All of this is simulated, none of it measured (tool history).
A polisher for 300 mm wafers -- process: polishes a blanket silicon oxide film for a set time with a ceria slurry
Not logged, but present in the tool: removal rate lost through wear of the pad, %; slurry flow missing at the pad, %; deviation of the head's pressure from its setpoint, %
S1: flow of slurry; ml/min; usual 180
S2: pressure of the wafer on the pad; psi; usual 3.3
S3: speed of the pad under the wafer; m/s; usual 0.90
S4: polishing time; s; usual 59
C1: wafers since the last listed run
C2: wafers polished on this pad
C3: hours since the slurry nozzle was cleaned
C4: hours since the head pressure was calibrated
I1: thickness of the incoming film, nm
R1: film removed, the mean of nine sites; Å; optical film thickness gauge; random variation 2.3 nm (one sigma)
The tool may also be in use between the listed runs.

run,hour,S1,S2,S3,S4,C1,C2,C3,C4,I1,R1
1,0.0,180,3.3,0.76,59,0,2713,185.6,452.4,1369.3,2498
# hour 23.7: head pressure recalibrated
2,96.8,180,3.3,0.90,42,1087,3801,282.4,73.1,1378.2,2043
# hour 125.4: worn pad replaced by a new one
3,138.6,180,3.3,0.90,42,433,151,324.2,114.9,1378.7,2127
4,179.5,180,3.3,0.90,42,469,620,365.1,155.8,1373.6,2113
# hour 215.8: slurry nozzle cleaned
5,284.6,180,2.7,0.90,59,1194,1814,68.8,260.9,1359.7,2372
6,333.7,180,3.3,0.90,59,563,2377,117.9,310.0,1338.0,2872
7,398.2,180,3.3,0.90,59,739,3117,182.4,374.5,1369.8,2870
# hour 460.8: head pressure recalibrated
8,485.1,180,3.3,0.66,59,973,4091,269.3,24.3,1363.5,2194
# hour 539.1: worn pad replaced by a new one
9,579.5,180,3.3,0.66,59,1037,464,363.7,118.7,1382.8,2251
10,619.2,180,3.3,0.90,59,455,919,403.4,158.4,1386.5,2910
# hour 645.3: slurry nozzle cleaned
11,672.1,180,3.3,0.90,59,595,1514,26.8,211.3,1387.4,2906
12,738.2,180,3.3,0.90,59,758,2273,92.9,277.4,1369.5,2868
13,786.2,180,3.3,0.90,55,550,2823,140.9,325.4,1353.7,2670
14,829.5,180,3.3,0.90,55,496,3320,184.2,368.7,1367.1,2644
# hour 877.3: worn pad replaced by a new one, of another model than before
# hour 881.8: head pressure recalibrated
15,905.2,180,2.7,0.90,67,799,296,259.9,23.4,1385.6,2937
# hour 989.3: slurry nozzle cleaned
16,990.4,210,4.0,0.90,74,965,1262,1.1,108.6,1349.5,4245
17,1081.3,180,3.3,0.90,59,1042,2305,92.0,199.5,1368.7,2838
18,1130.6,180,3.3,0.90,59,565,2871,141.3,248.8,1372.1,2865
19,1223.3,120,2.3,0.72,59,1063,3934,234.0,341.5,1383.0,1845
# hour 1265.4: worn pad replaced by a new one
20,1320.7,180,3.3,0.90,59,1071,633,331.4,438.9,1359.3,2933
# hour 1324.3: head pressure recalibrated
# hour 1388.1: slurry nozzle cleaned
21,1391.1,180,3.3,0.90,59,773,1407,3.0,66.8,1383.0,2855
22,1492.1,140,4.5,0.70,59,1158,2565,104.0,167.8,1352.4,3001
23,1564.6,180,3.3,0.82,59,831,3397,176.5,240.3,1351.6,2697
# hour 1654.4: worn pad replaced by a new one
24,1667.0,180,3.3,0.76,59,1128,144,278.9,342.7,1369.3,2675
25,1719.6,225,2.9,0.90,59,603,747,331.5,395.3,1359.1,2733
# hour 1746.1: slurry nozzle cleaned
26,1805.8,150,3.3,1.06,59,977,1724,59.7,481.5,1354.9,3137
# hour 1844.4: head pressure recalibrated
27,1861.7,180,3.3,0.90,48,618,2343,115.6,17.3,1364.5,2321
28,1925.9,245,3.9,0.90,68,736,3079,179.8,81.5,1380.9,3830

Entry by entry between the runs, the difference in hidden state between the last listed run before and the first listed run after:
Runs 1 to 2: head pressure recalibrated (hour 23.7)
  removal rate lost through wear of the pad, %: 3.94 -> 4.33
  the result without the hidden state subtracted from the measured one, R1: -102 -> -93 Å
Runs 2 to 3: worn pad replaced by a new one (hour 125.4)
  removal rate lost through wear of the pad, %: 4.33 -> 0.668
  the result without the hidden state subtracted from the measured one, R1: -93 -> -15 Å
Runs 4 to 5: slurry nozzle cleaned (hour 215.8)
  removal rate lost through wear of the pad, %: 1.81 -> 3.51
  the result without the hidden state subtracted from the measured one, R1: -39 -> -87 Å
Runs 7 to 8: head pressure recalibrated (hour 460.8)
  removal rate lost through wear of the pad, %: 4.3 -> 4.57
  the result without the hidden state subtracted from the measured one, R1: -129 -> -105 Å
Runs 8 to 9: worn pad replaced by a new one (hour 539.1)
  removal rate lost through wear of the pad, %: 4.57 -> 1.79
  the result without the hidden state subtracted from the measured one, R1: -105 -> -41 Å
Runs 10 to 11: slurry nozzle cleaned (hour 645.3)
  removal rate lost through wear of the pad, %: 2.69 -> 3.53
  the result without the hidden state subtracted from the measured one, R1: -81 -> -106 Å
Runs 14 to 15: worn pad replaced by a new one, of another model than before (hour 877.3); head pressure recalibrated (hour 881.8)
  removal rate lost through wear of the pad, %: 4.69 -> 1.15
  the result without the hidden state subtracted from the measured one, R1: -130 -> -35 Å
Runs 15 to 16: slurry nozzle cleaned (hour 989.3)
  removal rate lost through wear of the pad, %: 1.15 -> 2.96
  the result without the hidden state subtracted from the measured one, R1: -35 -> -129 Å
Runs 19 to 20: worn pad replaced by a new one (hour 1265.4)
  removal rate lost through wear of the pad, %: 4.57 -> 2.28
  the result without the hidden state subtracted from the measured one, R1: -89 -> -68 Å
Runs 20 to 21: head pressure recalibrated (hour 1324.3); slurry nozzle cleaned (hour 1388.1)
  removal rate lost through wear of the pad, %: 2.28 -> 3.55
  the result without the hidden state subtracted from the measured one, R1: -68 -> -105 Å
Runs 23 to 24: worn pad replaced by a new one (hour 1654.4)
  removal rate lost through wear of the pad, %: 4.84 -> 0.556
  the result without the hidden state subtracted from the measured one, R1: -137 -> -15 Å
Runs 25 to 26: slurry nozzle cleaned (hour 1746.1)
  removal rate lost through wear of the pad, %: 1.97 -> 3.33
  the result without the hidden state subtracted from the measured one, R1: -55 -> -108 Å
Runs 26 to 27: head pressure recalibrated (hour 1844.4)
  removal rate lost through wear of the pad, %: 3.33 -> 3.84
  the result without the hidden state subtracted from the measured one, R1: -108 -> -93 Å
